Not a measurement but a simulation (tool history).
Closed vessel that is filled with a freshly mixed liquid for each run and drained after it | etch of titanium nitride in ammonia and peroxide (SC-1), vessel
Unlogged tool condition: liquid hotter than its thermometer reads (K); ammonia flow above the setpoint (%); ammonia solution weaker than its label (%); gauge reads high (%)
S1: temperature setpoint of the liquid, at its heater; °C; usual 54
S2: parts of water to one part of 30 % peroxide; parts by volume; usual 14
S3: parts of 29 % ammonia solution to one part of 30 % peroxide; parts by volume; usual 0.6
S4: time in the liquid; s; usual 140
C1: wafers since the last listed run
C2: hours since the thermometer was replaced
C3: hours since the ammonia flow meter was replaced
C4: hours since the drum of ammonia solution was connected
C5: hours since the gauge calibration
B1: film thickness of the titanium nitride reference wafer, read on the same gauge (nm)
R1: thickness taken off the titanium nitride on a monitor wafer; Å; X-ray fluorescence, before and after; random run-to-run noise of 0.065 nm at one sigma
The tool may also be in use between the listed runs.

Run 1, hour 0: usual settings; C1 0; C2 2184.2; C3 730.7; C4 504.7; C5 442.7; B1 90.01. Result: R1 113.9 Å.
Run 2, hour 33.5: usual settings; C1 2731; C2 2217.7; C3 764.2; C4 538.2; C5 476.2; B1 90. Result: R1 112.9 Å.
Run 3, hour 58.3: usual settings; C1 2022; C2 2242.5; C3 789; C4 563; C5 501; B1 89.99. Result: R1 113 Å.
Run 4, hour 86.1: usual settings; C1 2267; C2 2270.3; C3 816.8; C4 590.8; C5 528.8; B1 90.02. Result: R1 112.5 Å.
Run 5, hour 116: usual settings; C1 2438; C2 2300.2; C3 846.7; C4 620.7; C5 558.7; B1 90.01. Result: R1 112.3 Å.
Run 6, hour 146.8: usual settings; C1 2511; C2 2331; C3 877.5; C4 651.5; C5 589.5; B1 90. Result: R1 112.4 Å.
Run 7, hour 171.1: usual settings; C1 1981; C2 2355.3; C3 901.8; C4 675.8; C5 613.8; B1 90.02. Result: R1 112.9 Å.
Run 8, hour 205.3: usual settings but S1 46.5 °C; C1 2788; C2 2389.5; C3 936; C4 710; C5 648; B1 90. Result: R1 68.2 Å.
At hour 207.2: ammonia flow meter replaced.
At hour 231.1: gauge calibrated.
Run 9, hour 240.7: usual settings but S1 46.5 °C; C1 2805; C2 2424.9; C3 33.5; C4 745.4; C5 9.6; B1 89.98. Result: R1 68.9 Å.
Run 10, hour 257.9: usual settings; C1 1402; C2 2442.1; C3 50.7; C4 762.6; C5 26.8; B1 90.02. Result: R1 114.7 Å.
Run 11, hour 271.9: usual settings; C1 1141; C2 2456.1; C3 64.7; C4 776.6; C5 40.8; B1 89.99. Result: R1 115.4 Å.
Run 12, hour 302.3: usual settings; C1 2479; C2 2486.5; C3 95.1; C4 807; C5 71.2; B1 90. Result: R1 114.8 Å.
Run 13, hour 333.5: usual settings; C1 2544; C2 2517.7; C3 126.3; C4 838.2; C5 102.4; B1 90. Result: R1 113.3 Å.
At hour 339.3: new drum of ammonia solution connected.
At hour 344.6: thermometer replaced.
Run 14, hour 347.1: usual settings; C1 945; C2 2.5; C3 139.9; C4 7.8; C5 116; B1 90. Result: R1 97.5 Å.
Run 15, hour 369.6: usual settings but S3 0.85 parts by volume, S4 95 s; C1 1834; C2 25; C3 162.4; C4 30.3; C5 138.5; B1 90.01. Result: R1 70.7 Å.
Run 16, hour 391.5: usual settings; C1 1785; C2 46.9; C3 184.3; C4 52.2; C5 160.4; B1 89.99. Result: R1 98.2 Å.
Run 17, hour 407.5: usual settings but S1 44.5 °C, S3 0.5 parts by volume, S4 105 s; C1 1304; C2 62.9; C3 200.3; C4 68.2; C5 176.4; B1 90.01. Result: R1 36.7 Å.
Run 18, hour 421.8: usual settings but S1 51.5 °C, S2 19 parts by volume; C1 1166; C2 77.2; C3 214.6; C4 82.5; C5 190.7; B1 89.99. Result: R1 70 Å.
Run 19, hour 452.4: usual settings but S4 65 s; C1 2495; C2 107.8; C3 245.2; C4 113.1; C5 221.3; B1 89.99. Result: R1 45.6 Å.
Run 20, hour 470: usual settings but S1 44.5 °C, S2 12 parts by volume, S4 100 s; C1 1435; C2 125.4; C3 262.8; C4 130.7; C5 238.9; B1 90.02. Result: R1 39.3 Å.
Run 21, hour 505.6: usual settings; C1 2903; C2 161; C3 298.4; C4 166.3; C5 274.5; B1 89.97. Result: R1 98.3 Å.
Run 22, hour 528.9: usual settings; C1 1900; C2 184.3; C3 321.7; C4 189.6; C5 297.8; B1 90.02. Result: R1 98.6 Å.
Run 23, hour 548.4: usual settings but S1 49.5 °C, S2 12 parts by volume, S3 0.85 parts by volume, S4 115 s; C1 1590; C2 203.8; C3 341.2; C4 209.1; C5 317.3; B1 89.99. Result: R1 69.2 Å.
Run 24, hour 563.6: usual settings but S2 17.5 parts by volume; C1 1239; C2 219; C3 356.4; C4 224.3; C5 332.5; B1 89.99. Result: R1 88.6 Å.
Run 25, hour 579: usual settings; C1 1255; C2 234.4; C3 371.8; C4 239.7; C5 347.9; B1 90.02. Result: R1 99.6 Å.
Run 26, hour 600.3: usual settings; C1 1736; C2 255.7; C3 393.1; C4 261; C5 369.2; B1 89.99. Result: R1 99.2 Å.
Run 27, hour 634.2: usual settings but S3 0.8 parts by volume; C1 2764; C2 289.6; C3 427; C4 294.9; C5 403.1; B1 90. Result: R1 104.9 Å.

Hidden condition of the tool, last listed run before each entry between runs versus first listed run after:
Between runs 8 and 9: ammonia flow meter replaced (hour 207.2); gauge calibrated (hour 231.1)
  liquid hotter than its thermometer reads (K): 2.36 -> 2.39
  measured result minus the result with no hidden state, R1: +10.5 -> +10.7 Å
Between runs 13 and 14: new drum of ammonia solution connected (hour 339.3); thermometer replaced (hour 344.6)
  liquid hotter than its thermometer reads (K): 2.47 -> 0.106
  measured result minus the result with no hidden state, R1: +17.4 -> +0.7 Å

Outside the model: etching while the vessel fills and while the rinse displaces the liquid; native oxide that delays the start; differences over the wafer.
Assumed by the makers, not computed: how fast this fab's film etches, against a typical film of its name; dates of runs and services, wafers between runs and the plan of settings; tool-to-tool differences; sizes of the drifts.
